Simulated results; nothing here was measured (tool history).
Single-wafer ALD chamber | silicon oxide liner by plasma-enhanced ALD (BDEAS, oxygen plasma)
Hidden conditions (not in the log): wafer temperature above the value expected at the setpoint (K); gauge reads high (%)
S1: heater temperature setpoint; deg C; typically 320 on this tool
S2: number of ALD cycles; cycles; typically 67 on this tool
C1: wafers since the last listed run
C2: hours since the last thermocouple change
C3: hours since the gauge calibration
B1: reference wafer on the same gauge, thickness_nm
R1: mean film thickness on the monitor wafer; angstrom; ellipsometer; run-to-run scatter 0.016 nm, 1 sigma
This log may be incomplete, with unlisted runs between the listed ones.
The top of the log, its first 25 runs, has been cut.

Run 26, hour 577.6: usual settings but S1 331 deg C; C1 105; C2 266.0; C3 313.2; B1 6.236. Result: R1 64.24 angstrom.
Run 27, hour 589.9: usual settings but S1 311 deg C, S2 80 cycles; C1 76; C2 278.3; C3 325.5; B1 6.240. Result: R1 78.59 angstrom.
Run 28, hour 610.6: usual settings but S1 327 deg C, S2 62 cycles; C1 128; C2 299.0; C3 346.2; B1 6.242. Result: R1 59.48 angstrom.
Run 29, hour 625.2: usual settings but S1 329 deg C, S2 54 cycles; C1 90; C2 313.6; C3 360.8; B1 6.244. Result: R1 51.78 angstrom.
Run 30, hour 655.4: usual settings; C1 186; C2 343.8; C3 391.0; B1 6.241. Result: R1 64.87 angstrom.
Run 31, hour 677.6: usual settings but S1 309 deg C, S2 73 cycles; C1 137; C2 366.0; C3 413.2; B1 6.243. Result: R1 71.86 angstrom.
Run 32, hour 781.9: usual settings but S1 306 deg C; C1 645; C2 470.3; C3 517.5; B1 6.237. Result: R1 66.14 angstrom.
Run 33, hour 811.5: usual settings but S1 328 deg C, S2 60 cycles; C1 183; C2 499.9; C3 547.1; B1 6.247. Result: R1 57.70 angstrom.

What if the next run were any one of these 5? Each begins from the tool's condition after run 33:
Run A, hour 812.0: usual settings; C1 3; C2 500.4; C3 547.6; B1 ?. Result: R1 ?.
Run B, hour 812.0: usual settings but S1 332 deg C; C1 3; C2 500.4; C3 547.6; B1 ?. Result: R1 ?.
Run C, hour 812.0: usual settings but S1 312 deg C, S2 60 cycles; C1 3; C2 500.4; C3 547.6; B1 ?. Result: R1 ?.
Run D, hour 812.0: usual settings but S1 329 deg C, S2 75 cycles; C1 3; C2 500.4; C3 547.6; B1 ?. Result: R1 ?.
Run E, hour 812.0: usual settings but S1 305 deg C, S2 63 cycles; C1 3; C2 500.4; C3 547.6; B1 ?. Result: R1 ?.

run     B1     R1
  A  6.240  65.03
  B  6.240  64.04
  C  6.240  58.82
  D  6.240  71.96
  E  6.240  62.31
With no hidden state in the tool, these same runs would have given:
run     R1
  A  65.03
  B  64.04
  C  58.82
  D  71.96
  E  62.31

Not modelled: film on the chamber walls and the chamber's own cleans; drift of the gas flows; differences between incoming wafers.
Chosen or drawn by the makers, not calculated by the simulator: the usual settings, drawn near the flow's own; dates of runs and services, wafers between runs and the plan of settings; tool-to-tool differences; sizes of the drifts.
